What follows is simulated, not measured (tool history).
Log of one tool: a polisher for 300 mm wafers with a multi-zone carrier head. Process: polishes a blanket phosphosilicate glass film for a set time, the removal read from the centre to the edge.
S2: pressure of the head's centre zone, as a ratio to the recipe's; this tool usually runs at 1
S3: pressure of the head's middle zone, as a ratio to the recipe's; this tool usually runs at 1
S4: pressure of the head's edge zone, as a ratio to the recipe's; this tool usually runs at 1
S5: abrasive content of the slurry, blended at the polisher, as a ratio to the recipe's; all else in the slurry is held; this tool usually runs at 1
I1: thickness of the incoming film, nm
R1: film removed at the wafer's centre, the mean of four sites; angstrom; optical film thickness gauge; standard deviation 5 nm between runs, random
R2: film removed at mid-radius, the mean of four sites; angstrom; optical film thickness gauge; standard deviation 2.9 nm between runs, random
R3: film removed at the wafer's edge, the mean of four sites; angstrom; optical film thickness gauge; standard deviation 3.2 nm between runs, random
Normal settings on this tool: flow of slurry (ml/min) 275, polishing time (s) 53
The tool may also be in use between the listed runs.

{"run": 1, "hour": 0.0, "flow of slurry (ml/min)": 275, "S2": 1, "S3": 1, "S4": 1, "S5": 1, "polishing time (s)": 36, "I1": 3124.7, "R1": 2603, "R2": 2738, "R3": 2602}
{"hour": 25.9, "done": "slurry nozzle cleaned"}
{"run": 2, "hour": 57.1, "flow of slurry (ml/min)": 275, "S2": 1.1, "S3": 1, "S4": 1, "S5": 0.8, "polishing time (s)": 53, "I1": 3082.3, "R1": 3663, "R2": 3502, "R3": 3364}
{"run": 3, "hour": 85.5, "flow of slurry (ml/min)": 275, "S2": 1, "S3": 1, "S4": 1, "S5": 1, "polishing time (s)": 53, "I1": 3132.9, "R1": 3783, "R2": 3878, "R3": 3759}
{"hour": 137.0, "done": "centre zone pressure recalibrated"}
{"hour": 150.9, "done": "worn pad replaced by a new one"}
{"run": 4, "hour": 152.9, "flow of slurry (ml/min)": 275, "S2": 1, "S3": 1, "S4": 1, "S5": 1, "polishing time (s)": 53, "I1": 3153, "R1": 4003, "R2": 4158, "R3": 3979}
{"run": 5, "hour": 203.8, "flow of slurry (ml/min)": 275, "S2": 1, "S3": 1, "S4": 1, "S5": 1, "polishing time (s)": 53, "I1": 3192.6, "R1": 4084, "R2": 4132, "R3": 4052}
{"run": 6, "hour": 267.4, "flow of slurry (ml/min)": 195, "S2": 1, "S3": 1, "S4": 1, "S5": 1.3, "polishing time (s)": 53, "I1": 3133.6, "R1": 4215, "R2": 4492, "R3": 4361}
{"hour": 398.6, "done": "slurry nozzle cleaned"}
{"run": 7, "hour": 436.0, "flow of slurry (ml/min)": 220, "S2": 1, "S3": 1, "S4": 1, "S5": 1, "polishing time (s)": 45, "I1": 3139.7, "R1": 3141, "R2": 3269, "R3": 3155}
{"hour": 440.1, "done": "edge zone pressure recalibrated"}
{"run": 8, "hour": 500.1, "flow of slurry (ml/min)": 275, "S2": 1, "S3": 1, "S4": 0.88, "S5": 1, "polishing time (s)": 53, "I1": 3140.3, "R1": 3634, "R2": 3769, "R3": 3471}
{"run": 9, "hour": 558.2, "flow of slurry (ml/min)": 275, "S2": 1, "S3": 1, "S4": 1, "S5": 1, "polishing time (s)": 53, "I1": 3155.4, "R1": 3538, "R2": 3772, "R3": 3613}
{"hour": 575.4, "done": "centre zone pressure recalibrated"}
{"hour": 575.9, "done": "worn pad replaced by a new one"}
{"run": 10, "hour": 607.9, "flow of slurry (ml/min)": 275, "S2": 1, "S3": 1, "S4": 1, "S5": 1, "polishing time (s)": 53, "I1": 3136.5, "R1": 4015, "R2": 4148, "R3": 4035}
{"run": 11, "hour": 678.5, "flow of slurry (ml/min)": 320, "S2": 1, "S3": 1.05, "S4": 1.04, "S5": 0.8, "polishing time (s)": 53, "I1": 3126.9, "R1": 3527, "R2": 3870, "R3": 3637}
{"run": 12, "hour": 710.2, "flow of slurry (ml/min)": 325, "S2": 1, "S3": 1.05, "S4": 0.92, "S5": 0.9, "polishing time (s)": 53, "I1": 3146.7, "R1": 3805, "R2": 4095, "R3": 3614}
{"run": 13, "hour": 736.6, "flow of slurry (ml/min)": 275, "S2": 1, "S3": 1.1, "S4": 1, "S5": 1, "polishing time (s)": 53, "I1": 3143, "R1": 3958, "R2": 4390, "R3": 3894}
{"run": 14, "hour": 779.3, "flow of slurry (ml/min)": 275, "S2": 1, "S3": 1.08, "S4": 1, "S5": 1, "polishing time (s)": 62, "I1": 3118.7, "R1": 4581, "R2": 4984, "R3": 4545}
{"run": 15, "hour": 833.1, "flow of slurry (ml/min)": 195, "S2": 1, "S3": 1, "S4": 1, "S5": 0.8, "polishing time (s)": 53, "I1": 3165.2, "R1": 3273, "R2": 3404, "R3": 3364}
{"hour": 877.5, "done": "slurry nozzle cleaned"}
{"run": 16, "hour": 901.2, "flow of slurry (ml/min)": 275, "S2": 1, "S3": 1, "S4": 1, "S5": 1, "polishing time (s)": 58, "I1": 3182.5, "R1": 3997, "R2": 4224, "R3": 4135}
{"run": 17, "hour": 928.0, "flow of slurry (ml/min)": 275, "S2": 1, "S3": 1, "S4": 1, "S5": 1, "polishing time (s)": 53, "I1": 3181.4, "R1": 3593, "R2": 3812, "R3": 3679}
{"hour": 958.3, "done": "worn pad replaced by a new one"}
{"run": 18, "hour": 977.3, "flow of slurry (ml/min)": 190, "S2": 1, "S3": 0.96, "S4": 1, "S5": 1, "polishing time (s)": 53, "I1": 3137.9, "R1": 3903, "R2": 3908, "R3": 3991}
{"hour": 980.7, "done": "centre zone pressure recalibrated"}
{"run": 19, "hour": 1047.2, "flow of slurry (ml/min)": 275, "S2": 1, "S3": 1, "S4": 1, "S5": 0.85, "polishing time (s)": 47, "I1": 3110, "R1": 3282, "R2": 3380, "R3": 3326}
{"hour": 1058.5, "done": "edge zone pressure recalibrated"}
{"hour": 1086.3, "done": "carrier head's membrane replaced by a new one"}
{"run": 20, "hour": 1086.8, "flow of slurry (ml/min)": 275, "S2": 1, "S3": 1, "S4": 1.11, "S5": 1, "polishing time (s)": 43, "I1": 3129.7, "R1": 3192, "R2": 3331, "R3": 3439}
{"run": 21, "hour": 1126.0, "flow of slurry (ml/min)": 340, "S2": 1, "S3": 0.88, "S4": 1, "S5": 1, "polishing time (s)": 53, "I1": 3065.5, "R1": 3996, "R2": 3755, "R3": 4044}

The logged runs with the hidden state left out (each run's random variation unchanged):
Hidden conditions of the tool in this case: removal rate lost through wear of the pad, %; slurry flow missing at the pad, %; deviation of the centre zone's pressure from its setpoint, %; deviation of the edge zone's pressure from its setpoint, %.
run=1 R1=2718 R2=2858 R3=2717
run=2 R1=3898 R2=3726 R3=3579
run=3 R1=4072 R2=4173 R3=4046
run=4 R1=4041 R2=4198 R3=4017
run=5 R1=4131 R2=4178 R3=4098
run=6 R1=4292 R2=4574 R3=4441
run=7 R1=3343 R2=3479 R3=3358
run=8 R1=3975 R2=4123 R3=3798
run=9 R1=3991 R2=4255 R3=4075
run=10 R1=4061 R2=4196 R3=4082
run=11 R1=3590 R2=3939 R3=3701
run=12 R1=3892 R2=4188 R3=3696
run=13 R1=4068 R2=4512 R3=4002
run=14 R1=4756 R2=5175 R3=4718
run=15 R1=3454 R2=3592 R3=3550
run=16 R1=4332 R2=4578 R3=4481
run=17 R1=3942 R2=4182 R3=4037
run=18 R1=3913 R2=3918 R3=4001
run=19 R1=3306 R2=3405 R3=3351
run=20 R1=3233 R2=3374 R3=3484
run=21 R1=4077 R2=3831 R3=4126

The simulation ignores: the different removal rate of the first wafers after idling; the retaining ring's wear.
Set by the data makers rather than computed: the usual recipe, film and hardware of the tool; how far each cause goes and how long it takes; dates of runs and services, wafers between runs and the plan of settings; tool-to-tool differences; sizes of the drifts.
